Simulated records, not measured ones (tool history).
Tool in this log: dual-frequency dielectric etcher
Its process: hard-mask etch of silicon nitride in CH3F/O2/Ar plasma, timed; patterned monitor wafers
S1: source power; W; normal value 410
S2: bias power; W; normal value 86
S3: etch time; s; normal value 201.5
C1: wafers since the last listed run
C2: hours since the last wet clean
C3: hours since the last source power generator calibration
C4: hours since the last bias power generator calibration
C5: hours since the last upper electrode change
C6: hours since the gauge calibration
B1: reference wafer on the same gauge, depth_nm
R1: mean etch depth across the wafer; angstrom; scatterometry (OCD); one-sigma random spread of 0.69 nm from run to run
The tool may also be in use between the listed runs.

run	hour	S1	S2	S3	C1	C2	C3	C4	C5	C6	B1	R1
1	0	410	76	201.5	0	129.1	2533.3	1373.7	3884	741.9	117.2	1364
2	31.2	410	76	201.5	288	160.3	2564.5	1404.9	3915.2	773.1	117	1367
# hour 68.6: gauge calibrated
3	69	350	86	201.5	349	198.1	2602.3	1442.7	3953	0.4	117.2	1396
4	115.5	410	91	201.5	430	244.6	2648.8	1489.2	3999.5	46.9	117.1	1449
5	185.2	410	91	201.5	644	314.3	2718.5	1558.9	4069.2	116.6	117.2	1452
6	245.8	410	86	201.5	560	374.9	2779.1	1619.5	4129.8	177.2	117	1421
7	294.6	410	86	201.5	451	423.7	2827.9	1668.3	4178.6	226	117.1	1436
8	339.8	410	86	201.5	418	468.9	2873.1	1713.5	4223.8	271.2	117	1437
9	398.5	410	86	201.5	542	527.6	2931.8	1772.2	4282.5	329.9	117	1421
# hour 450.2: wet clean of the chamber
10	469.7	410	86	201.5	436	19.5	3003	1843.4	4353.7	401.1	117.1	1431
11	522.2	410	86	201.5	485	72	3055.5	1895.9	4406.2	453.6	116.9	1422
12	585.8	410	86	240	588	135.6	3119.1	1959.5	4469.8	517.2	116.9	1689
13	610.7	410	86	240	230	160.5	3144	1984.4	4494.7	542.1	116.8	1693
14	644.8	410	101	229.5	315	194.6	3178.1	2018.5	4528.8	576.2	117.2	1727
15	672.7	320	104	144	258	222.5	3206	2046.4	4556.7	604.1	116.9	1041
16	703.1	410	86	201.5	281	252.9	3236.4	2076.8	4587.1	634.5	117.1	1427
17	751.7	470	104	201.5	449	301.5	3285	2125.4	4635.7	683.1	116.9	1585
# hour 768.7: bias power generator calibrated
18	776.3	380	96	201.5	190	326.1	3309.6	7.6	4660.3	707.7	117.3	1462
19	835.7	410	86	153	549	385.5	3369	67	4719.7	767.1	116.8	1098
20	878.6	410	86	201.5	396	428.4	3411.9	109.9	4762.6	810	117	1445
# hour 922.5: wet clean of the chamber
# hour 924.6: gauge calibrated
21	925.2	410	86	201.5	209	2.7	3458.5	156.5	4809.2	0.6	117	1427
# hour 941.5: source power generator calibrated
# hour 991: upper electrode replaced
22	1015.9	320	64	220.5	579	93.4	74.4	247.2	24.9	91.3	117.1	1338
23	1058.2	370	86	257.5	391	135.7	116.7	289.5	67.2	133.6	117.1	1799
24	1110.2	410	71	201.5	480	187.7	168.7	341.5	119.2	185.6	117.2	1322
25	1173.9	480	86	201.5	589	251.4	232.4	405.2	182.9	249.3	117	1465
26	1199.3	510	67	248	234	276.8	257.8	430.6	208.3	274.7	117.1	1670
27	1248.9	410	86	201.5	458	326.4	307.4	480.2	257.9	324.3	117.2	1434

5 options for the next run, each taken on its own from the tool as it stands now. Forecast them:
A	1249.4	410	97	201.5	4	326.9	307.9	480.7	258.4	324.8	?	?
B	1249.4	410	103	217.5	4	326.9	307.9	480.7	258.4	324.8	?	?
C	1249.4	410	79	230	4	326.9	307.9	480.7	258.4	324.8	?	?
D	1249.4	480	68	154	4	326.9	307.9	480.7	258.4	324.8	?	?
E	1249.4	380	75	201.5	4	326.9	307.9	480.7	258.4	324.8	?	?

run	B1	R1
A	117.1	1493
B	117.1	1649
C	117.1	1575
D	117.1	1030
E	117.1	1334
With the hidden condition removed and each run's random variation left untouched, the same runs would have given:
run	R1
A	1493
B	1649
C	1575
D	1030
E	1334
